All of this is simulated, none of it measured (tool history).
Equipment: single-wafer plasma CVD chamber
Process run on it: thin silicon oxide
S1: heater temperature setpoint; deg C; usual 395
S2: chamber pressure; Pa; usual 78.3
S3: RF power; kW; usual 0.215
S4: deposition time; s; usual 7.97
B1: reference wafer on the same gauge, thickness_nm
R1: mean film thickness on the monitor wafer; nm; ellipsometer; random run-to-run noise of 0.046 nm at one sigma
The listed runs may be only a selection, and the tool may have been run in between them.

run 1 hour=0.0 | S1=404 S2=78.3 S3=0.215 S4=7.97 | B1=9.735 | R1=8.563
run 2 hour=96.7 | S1=404 S2=78.3 S3=0.215 S4=7.97 | B1=9.721 | R1=8.662
run 3 hour=161.6 | S1=395 S2=78.3 S3=0.215 S4=8.83 | B1=9.729 | R1=9.567
run 4 hour=224.6 | S1=395 S2=78.3 S3=0.215 S4=8.83 | B1=9.717 | R1=9.710
run 5 hour=298.8 | S1=395 S2=78.3 S3=0.215 S4=8.83 | B1=9.741 | R1=9.697
run 6 hour=371.5 | S1=395 S2=74.1 S3=0.215 S4=9.16 | B1=9.726 | R1=9.635
run 7 hour=427.2 | S1=395 S2=74.1 S3=0.215 S4=9.16 | B1=9.717 | R1=9.727
run 8 hour=479.4 | S1=395 S2=85.7 S3=0.230 S4=7.97 | B1=9.718 | R1=10.088
run 9 hour=586.3 | S1=395 S2=85.7 S3=0.230 S4=7.97 | B1=9.743 | R1=10.241
-- hour=613.9 capacitance manometer re-zeroed and calibrated
-- hour=624.4 showerhead replaced
run 10 hour=637.8 | S1=408 S2=78.3 S3=0.180 S4=7.97 | B1=9.722 | R1=7.479
-- hour=664.3 RF generator calibrated
run 11 hour=675.3 | S1=395 S2=78.3 S3=0.215 S4=7.97 | B1=9.750 | R1=8.430
-- hour=687.7 gauge calibrated
-- hour=749.5 thermocouple changed; heater temperature recalibrated
run 12 hour=768.1 | S1=406 S2=78.3 S3=0.215 S4=7.97 | B1=9.725 | R1=8.494
run 13 hour=846.2 | S1=395 S2=72.9 S3=0.215 S4=6.41 | B1=9.736 | R1=6.284
run 14 hour=892.2 | S1=395 S2=67.5 S3=0.215 S4=7.97 | B1=9.740 | R1=7.372
run 15 hour=991.6 | S1=399 S2=78.3 S3=0.185 S4=7.97 | B1=9.720 | R1=7.730

Consider 4 possible next runs. They are alternatives, not a sequence: every one starts from the tool as it was left by run 15. What does each give?
run A hour=992.0 | S1=395 S2=78.3 S3=0.215 S4=7.97 | B1=? | R1=?
run B hour=992.0 | S1=382 S2=73.1 S3=0.250 S4=8.68 | B1=? | R1=?
run C hour=992.0 | S1=406 S2=61.6 S3=0.215 S4=7.97 | B1=? | R1=?
run D hour=992.0 | S1=395 S2=78.3 S3=0.230 S4=7.97 | B1=? | R1=?

run=A B1=9.748 R1=8.482
run=B B1=9.748 R1=9.481
run=C B1=9.748 R1=6.611
run=D B1=9.748 R1=8.831
With the hidden condition removed and each run's random variation left untouched, the same runs would have given:
run=A R1=8.428
run=B R1=9.418
run=C R1=6.567
run=D R1=8.774
